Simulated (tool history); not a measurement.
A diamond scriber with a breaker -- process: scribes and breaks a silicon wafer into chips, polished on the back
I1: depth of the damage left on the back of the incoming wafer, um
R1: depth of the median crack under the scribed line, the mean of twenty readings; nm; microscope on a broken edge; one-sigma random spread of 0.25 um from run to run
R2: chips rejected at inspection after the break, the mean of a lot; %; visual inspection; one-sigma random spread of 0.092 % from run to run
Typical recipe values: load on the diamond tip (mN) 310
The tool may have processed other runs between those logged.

{"run": 1, "hour": 0.0, "load on the diamond tip (mN)": 258, "I1": 0.04, "R1": 11220, "R2": 12.35}
{"run": 2, "hour": 35.9, "load on the diamond tip (mN)": 258, "I1": 0.01, "R1": 10580, "R2": 12.6}
{"run": 3, "hour": 59.7, "load on the diamond tip (mN)": 242, "I1": 0.04, "R1": 10270, "R2": 17.86}
{"run": 4, "hour": 94.9, "load on the diamond tip (mN)": 242, "I1": 0.01, "R1": 10480, "R2": 18.26}
{"run": 5, "hour": 110.9, "load on the diamond tip (mN)": 310, "I1": 0.04, "R1": 12130, "R2": 6.36}
{"run": 6, "hour": 145.7, "load on the diamond tip (mN)": 310, "I1": 0.02, "R1": 11590, "R2": 6.56}
{"run": 7, "hour": 181.0, "load on the diamond tip (mN)": 310, "I1": 0.01, "R1": 11980, "R2": 6.98}
{"run": 8, "hour": 196.7, "load on the diamond tip (mN)": 310, "I1": 0.04, "R1": 11870, "R2": 6.46}
{"run": 9, "hour": 225.6, "load on the diamond tip (mN)": 329, "I1": 0.02, "R1": 12160, "R2": 5.57}
{"hour": 250.1, "done": "diamond tip replaced by a new one"}
{"run": 10, "hour": 253.7, "load on the diamond tip (mN)": 368, "I1": 0.01, "R1": 14090, "R2": 1.79}
{"run": 11, "hour": 266.6, "load on the diamond tip (mN)": 368, "I1": 0.02, "R1": 14310, "R2": 1.57}
{"run": 12, "hour": 289.6, "load on the diamond tip (mN)": 310, "I1": 0.01, "R1": 12450, "R2": 3.98}
{"run": 13, "hour": 318.5, "load on the diamond tip (mN)": 310, "I1": 0.01, "R1": 12470, "R2": 4.16}
{"run": 14, "hour": 348.9, "load on the diamond tip (mN)": 310, "I1": 0.04, "R1": 12470, "R2": 4.61}
{"run": 15, "hour": 365.9, "load on the diamond tip (mN)": 310, "I1": 0.05, "R1": 12100, "R2": 4.59}
{"run": 16, "hour": 399.9, "load on the diamond tip (mN)": 310, "I1": 0.03, "R1": 12320, "R2": 5.7}
{"run": 17, "hour": 427.6, "load on the diamond tip (mN)": 269, "I1": 0.01, "R1": 10920, "R2": 13.14}
{"run": 18, "hour": 451.9, "load on the diamond tip (mN)": 357, "I1": 0.04, "R1": 12990, "R2": 2.79}
{"run": 19, "hour": 479.2, "load on the diamond tip (mN)": 235, "I1": 0.04, "R1": 10220, "R2": 18.85}
{"run": 20, "hour": 505.5, "load on the diamond tip (mN)": 250, "I1": 0.04, "R1": 10490, "R2": 16.14}
{"run": 21, "hour": 527.7, "load on the diamond tip (mN)": 252, "I1": 0.05, "R1": 10610, "R2": 15.8}
{"run": 22, "hour": 551.8, "load on the diamond tip (mN)": 310, "I1": 0.05, "R1": 11510, "R2": 7.4}
{"run": 23, "hour": 585.3, "load on the diamond tip (mN)": 378, "I1": 0.04, "R1": 12880, "R2": 2.06}
{"run": 24, "hour": 620.2, "load on the diamond tip (mN)": 270, "I1": 0.03, "R1": 10790, "R2": 15.39}
{"run": 25, "hour": 633.1, "load on the diamond tip (mN)": 399, "I1": 0.04, "R1": 13300, "R2": 1.9}

Predict the results of run 26:
{"run": 26, "hour": 651.0, "load on the diamond tip (mN)": 358, "I1": 0.03, "R1": "?", "R2": "?"}

Run 26 measured R1 12910 nm, R2 3.48 %.
On a tool with no hidden condition, and with the same random variation, this run would have come out at R1 15460 nm, R2 3.06 %.

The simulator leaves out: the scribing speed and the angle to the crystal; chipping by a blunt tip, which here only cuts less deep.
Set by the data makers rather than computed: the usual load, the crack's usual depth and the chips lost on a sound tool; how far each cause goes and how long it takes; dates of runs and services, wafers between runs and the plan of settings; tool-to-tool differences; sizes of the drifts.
